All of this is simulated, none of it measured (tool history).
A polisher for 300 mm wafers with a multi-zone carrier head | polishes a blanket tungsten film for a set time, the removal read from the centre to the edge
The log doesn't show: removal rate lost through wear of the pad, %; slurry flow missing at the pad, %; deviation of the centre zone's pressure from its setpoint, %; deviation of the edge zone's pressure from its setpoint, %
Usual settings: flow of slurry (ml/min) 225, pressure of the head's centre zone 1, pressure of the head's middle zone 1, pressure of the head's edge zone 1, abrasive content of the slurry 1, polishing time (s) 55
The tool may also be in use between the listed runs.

run     day  flow of slurry (ml/min)  pressure of the head's centre zone  pressure of the head's middle zone  pressure of the head's edge zone  abrasive content of the slurry  polishing time (s)  wafers since the last listed run  wafers polished on this pad  hours since the slurry nozzle was cleaned  hours since the centre zone pressure was calibrated  hours since the edge zone pressure was calibrated  hours since the carrier head's membrane was replaced  incoming thickness of the incoming film, nm  film removed at the wafer's centre (nm)  film removed at mid-radius (nm)  film removed at the wafer's edge (nm)
  1       0                      225                                   1                                   1                                 1                               1                  55                                 0                          896                                      239.6                                                367.6                                               56.6                                                 693.6                                       1380.8                                    223.7                              243                                  240.7
  2   2.875                      225                                   1                                   1                                 1                               1                  55                               706                         1603                                      308.6                                                436.6                                              125.6                                                 762.6                                       1435.4                                      223                            231.6                                  237.1
      6.104  -- worn pad replaced by a new one
  3   6.779                      225                                   1                                   1                                 1                               1                  55                               918                          165                                      402.3                                                530.3                                              219.3                                                 856.3                                       1397.4                                    218.1                            228.4                                  236.4
  4  10.379                      225                                   1                                   1                                 1                               1                  55                               884                         1050                                      488.7                                                616.7                                              305.7                                                 942.7                                       1395.8                                    216.5                            229.7                                  234.6
  5  12.542                      225                                   1                                   1                                 1                               1                  55                               531                         1581                                      540.6                                                668.6                                              357.6                                                 994.6                                       1389.3                                    214.4                            234.9                                  233.7
  6  14.896                      225                                   1                                   1                                 1                               1                  55                               578                         2160                                      597.1                                                725.1                                              414.1                                                1051.1                                       1410.8                                    213.2                            230.5                                  232.3
     15.688  -- slurry nozzle cleaned
     16.362  -- worn pad replaced by a new one
  7  18.583                      225                                   1                                0.94                                 1                               1                  55                               854                          545                                       69.5                                                813.6                                              502.6                                                1139.6                                       1420.7                                    219.4                            230.8                                  239.9
  8  21.571                      225                                   1                                0.94                                 1                               1                  55                               734                         1279                                      141.2                                                885.3                                              574.3                                                1211.3                                       1396.9                                    218.4                            222.3                                  236.1
     23.104  -- edge zone pressure recalibrated
  9  24.925                      225                                0.95                                   1                              0.89                               1                  48                               803                         2083                                      221.7                                                965.8                                               43.7                                                1291.8                                       1423.9                                    180.5                            210.7                                  194.4
 10  26.904                      225                                1.04                                   1                                 1                             1.2                  55                               486                         2569                                      269.2                                               1013.3                                               91.2                                                1339.3                                         1396                                    227.6                            242.1                                  242.9
     28.408  -- worn pad replaced by a new one
     37.025  -- centre zone pressure recalibrated
 11  38.162                      225                                   1                                   1                              1.03                            1.15                  55                              2704                         2375                                      539.4                                                 27.3                                              361.4                                                1609.5                                       1408.3                                    241.2                            228.8                                  240.5
     39.962  -- carrier head's membrane replaced by a new one
      40.65  -- worn pad replaced by a new one
     41.546  -- slurry nozzle cleaned
 12  41.758                      225                                   1                                   1                                 1                               1                  55                               781                          262                                        5.1                                                113.6                                              447.7                                                  43.1                                       1422.1                                      250                            250.8                                  246.3
     43.054  -- edge zone pressure recalibrated
 13  46.017                      195                                0.93                                   1                              1.11                               1                  55                              1025                         1288                                      107.3                                                215.8                                               71.1                                                 145.3                                       1410.9                                    219.4                            240.9                                  246.5
 14  50.162                      280                                 0.9                                   1                                 1                               1                  55                              1018                         2307                                      206.8                                                315.3                                              170.6                                                 244.8                                       1431.7                                    220.2                            242.3                                  242.3
     52.533  -- worn pad replaced by a new one
 15  54.542                      180                                0.88                                   1                              1.07                               1                  55                              1035                          493                                      311.9                                                420.4                                              275.7                                                 349.9                                       1425.7                                    193.9                            232.7                                  236.7
 16  56.188                      225                                   1                                   1                                 1                               1                  36                               404                          897                                      351.4                                                459.9                                              315.2                                                 389.4                                       1429.1                                    145.4                            159.7                                  150.9

Hidden state at the last listed run before each entry between runs and at the first one after, where it differs:
Between runs 2 and 3: worn pad replaced by a new one (day 6.104)
  slurry flow missing at the pad, %: 33.7 -> 37.4; deviation of the centre zone's pressure from its setpoint, %: -10.2 -> -11.1
  measured less the result without the state, film removed at the wafer's centre (nm): -32.5 -> -35.8; film removed at mid-radius (nm): -11.7 -> -13.4; film removed at the wafer's edge (nm): -8.9 -> -10.3
Between runs 6 and 7: slurry nozzle cleaned (day 15.688); worn pad replaced by a new one (day 16.362)
  slurry flow missing at the pad, %: 41.5 -> 18.9; deviation of the centre zone's pressure from its setpoint, %: -12.3 -> -12.7
  measured less the result without the state, film removed at the wafer's centre (nm): -40.4 -> -30.1; film removed at mid-radius (nm): -15.9 -> -5.5; film removed at the wafer's edge (nm): -11.7 -> -4.3
Between runs 8 and 9: edge zone pressure recalibrated (day 23.104)
  slurry flow missing at the pad, %: 27.2 -> 34; deviation of the centre zone's pressure from its setpoint, %: -13 -> -13.3
  measured less the result without the state, film removed at the wafer's centre (nm): -34.3 -> -31.9; film removed at mid-radius (nm): -8.4 -> -10.7; film removed at the wafer's edge (nm): -6.6 -> -7.4
Between runs 10 and 11: worn pad replaced by a new one (day 28.408); centre zone pressure recalibrated (day 37.025)
  slurry flow missing at the pad, %: 37 -> 46; deviation of the centre zone's pressure from its setpoint, %: -13.4 -> -0.0949
  measured less the result without the state, film removed at the wafer's centre (nm): -42.2 -> -22.4; film removed at mid-radius (nm): -13.9 -> -18.7; film removed at the wafer's edge (nm): -10.4 -> -14.2
Between runs 11 and 12: carrier head's membrane replaced by a new one (day 39.962); worn pad replaced by a new one (day 40.65); slurry nozzle cleaned (day 41.546)
  slurry flow missing at the pad, %: 46 -> 2.14; deviation of the centre zone's pressure from its setpoint, %: -0.0949 -> -2.43
  measured less the result without the state, film removed at the wafer's centre (nm): -22.4 -> -5.3; film removed at mid-radius (nm): -18.7 -> -0.6; film removed at the wafer's edge (nm): -14.2 -> -0.5
Between runs 12 and 13: edge zone pressure recalibrated (day 43.054)
  slurry flow missing at the pad, %: 2.14 -> 17; deviation of the centre zone's pressure from its setpoint, %: -2.43 -> -4.6
  measured less the result without the state, film removed at the wafer's centre (nm): -5.3 -> -14; film removed at mid-radius (nm): -0.6 -> -5.7; film removed at the wafer's edge (nm): -0.5 -> -4.3
Between runs 14 and 15: worn pad replaced by a new one (day 52.533)
  slurry flow missing at the pad, %: 26.3 -> 32.5; deviation of the centre zone's pressure from its setpoint, %: -6.24 -> -7.57
  measured less the result without the state, film removed at the wafer's centre (nm): -18.9 -> -25.4; film removed at mid-radius (nm): -7.3 -> -13.4; film removed at the wafer's edge (nm): -5.5 -> -9.8
